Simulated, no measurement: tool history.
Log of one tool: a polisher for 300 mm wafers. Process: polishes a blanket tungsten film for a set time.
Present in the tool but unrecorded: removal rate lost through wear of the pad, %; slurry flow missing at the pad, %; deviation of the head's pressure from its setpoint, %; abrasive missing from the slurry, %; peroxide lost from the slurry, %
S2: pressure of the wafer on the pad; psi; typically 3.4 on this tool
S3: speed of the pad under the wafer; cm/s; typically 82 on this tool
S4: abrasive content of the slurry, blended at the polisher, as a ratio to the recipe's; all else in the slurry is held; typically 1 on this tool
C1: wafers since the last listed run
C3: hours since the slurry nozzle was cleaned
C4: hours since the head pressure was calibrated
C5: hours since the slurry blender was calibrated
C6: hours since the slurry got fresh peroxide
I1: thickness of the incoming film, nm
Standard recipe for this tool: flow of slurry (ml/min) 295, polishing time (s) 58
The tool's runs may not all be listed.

Run 1, hour 0: usual settings but flow of slurry (ml/min) 365; C1 0; wafers polished on this pad 3063; C3 637.8; C4 272.5; C5 60; C6 68.5; I1 1073.1. Result: film removed (Å) 2130.
At hour 49.4: slurry nozzle cleaned.
Run 2, hour 52.3: usual settings but flow of slurry (ml/min) 365; C1 620; wafers polished on this pad 3683; C3 2.9; C4 324.8; C5 112.3; C6 120.8; I1 1073.9. Result: film removed (Å) 2190.
At hour 77.6: worn pad replaced by a new one.
Run 3, hour 155.8: usual settings but flow of slurry (ml/min) 370, polishing time (s) 42; C1 1202; wafers polished on this pad 945; C3 106.4; C4 428.3; C5 215.8; C6 224.3; I1 1062. Result: film removed (Å) 1569.
At hour 265.2: slurry tank refilled with fresh slurry and peroxide.
At hour 293.7: slurry blender recalibrated.
At hour 356.5: worn pad replaced by a new one, of another model than before.
Run 4, hour 473.8: usual settings; C1 3760; wafers polished on this pad 1417; C3 424.4; C4 746.3; C5 180.1; C6 208.6; I1 1047.7. Result: film removed (Å) 2129.
At hour 545.3: slurry tank refilled with fresh slurry and peroxide.
At hour 617.9: worn pad replaced by a new one.
At hour 671.7: slurry blender recalibrated.
Run 5, hour 696.2: usual settings; C1 2604; wafers polished on this pad 922; C3 646.8; C4 968.7; C5 24.5; C6 150.9; I1 1075. Result: film removed (Å) 2103.
Run 6, hour 751.4: usual settings; C1 667; wafers polished on this pad 1590; C3 702; C4 1023.9; C5 79.7; C6 206.1; I1 1081.2. Result: film removed (Å) 2098.
At hour 823: slurry nozzle cleaned.
At hour 850.4: slurry tank refilled with fresh slurry and peroxide.
Run 7, hour 857.9: usual settings; C1 1263; wafers polished on this pad 2853; C3 34.9; C4 1130.4; C5 186.2; C6 7.5; I1 1077.1. Result: film removed (Å) 2173.
Run 8, hour 908.4: usual settings but S2 4.3 psi; C1 610; wafers polished on this pad 3464; C3 85.4; C4 1180.9; C5 236.7; C6 58; I1 1068.7. Result: film removed (Å) 2468.
At hour 918.2: worn pad replaced by a new one.
Run 9, hour 1016: usual settings but flow of slurry (ml/min) 220, S4 0.9, polishing time (s) 43; C1 1252; wafers polished on this pad 1182; C3 193; C4 1288.5; C5 344.3; C6 165.6; I1 1062.2. Result: film removed (Å) 1528.
At hour 1033.7: slurry blender recalibrated.
At hour 1051.4: head pressure recalibrated.
Run 10, hour 1095.3: usual settings but flow of slurry (ml/min) 255, S2 4.1 psi, S4 0.75; C1 910; wafers polished on this pad 2092; C3 272.3; C4 43.9; C5 61.6; C6 244.9; I1 1055. Result: film removed (Å) 2201.
Run 11, hour 1180.4: usual settings but S2 4.4 psi, polishing time (s) 72; C1 1028; wafers polished on this pad 3121; C3 357.4; C4 129; C5 146.7; C6 330; I1 1089.6. Result: film removed (Å) 3043.
At hour 1183.8: slurry tank refilled with fresh slurry and peroxide.
At hour 1264.5: worn pad replaced by a new one.
Run 12, hour 1280.6: usual settings but S4 0.9, polishing time (s) 39; C1 1151; wafers polished on this pad 194; C3 457.6; C4 229.2; C5 246.9; C6 96.8; I1 1068. Result: film removed (Å) 1396.
Run 13, hour 1357.9: usual settings but flow of slurry (ml/min) 370, polishing time (s) 42; C1 934; wafers polished on this pad 1128; C3 534.9; C4 306.5; C5 324.2; C6 174.1; I1 1077.2. Result: film removed (Å) 1557.
At hour 1450.8: slurry tank refilled with fresh slurry and peroxide.
Run 14, hour 1451.3: usual settings but S3 72 cm/s; C1 1117; wafers polished on this pad 2245; C3 628.3; C4 399.9; C5 417.6; C6 0.5; I1 1052.9. Result: film removed (Å) 1900.
At hour 1470.2: slurry blender recalibrated.
Run 15, hour 1530.9: usual settings but S3 98 cm/s, S4 0.85; C1 938; wafers polished on this pad 3184; C3 707.9; C4 479.5; C5 60.7; C6 80.1; I1 1072. Result: film removed (Å) 2362.

What if the next run were any one of these 5? Each begins from the tool's condition after run 15:
Run A, hour 1531.3: usual settings; C1 4; wafers polished on this pad 3189; C3 708.3; C4 479.9; C5 61.1; C6 80.5; I1 1078.6. Result: film removed (Å) ?.
Run B, hour 1531.3: usual settings but flow of slurry (ml/min) 345, S2 2.4 psi, polishing time (s) 71; C1 4; wafers polished on this pad 3189; C3 708.3; C4 479.9; C5 61.1; C6 80.5; I1 1078.6. Result: film removed (Å) ?.
Run C, hour 1531.3: usual settings but flow of slurry (ml/min) 340, S2 2.4 psi, S4 1.25; C1 4; wafers polished on this pad 3189; C3 708.3; C4 479.9; C5 61.1; C6 80.5; I1 1078.6. Result: film removed (Å) ?.
Run D, hour 1531.3: usual settings but S2 3.8 psi, S3 56 cm/s, polishing time (s) 40; C1 4; wafers polished on this pad 3189; C3 708.3; C4 479.9; C5 61.1; C6 80.5; I1 1078.6. Result: film removed (Å) ?.
Run E, hour 1531.3: usual settings but S2 4.1 psi, S3 60 cm/s; C1 4; wafers polished on this pad 3189; C3 708.3; C4 479.9; C5 61.1; C6 80.5; I1 1078.6. Result: film removed (Å) ?.

run  film removed (Å)
  A              2125
  B              2214
  C              1910
  D              1169
  E              1860
What these runs would have given with no unlogged condition in the tool:
run  film removed (Å)
  A              2177
  B              2264
  C              1953
  D              1197
  E              1906

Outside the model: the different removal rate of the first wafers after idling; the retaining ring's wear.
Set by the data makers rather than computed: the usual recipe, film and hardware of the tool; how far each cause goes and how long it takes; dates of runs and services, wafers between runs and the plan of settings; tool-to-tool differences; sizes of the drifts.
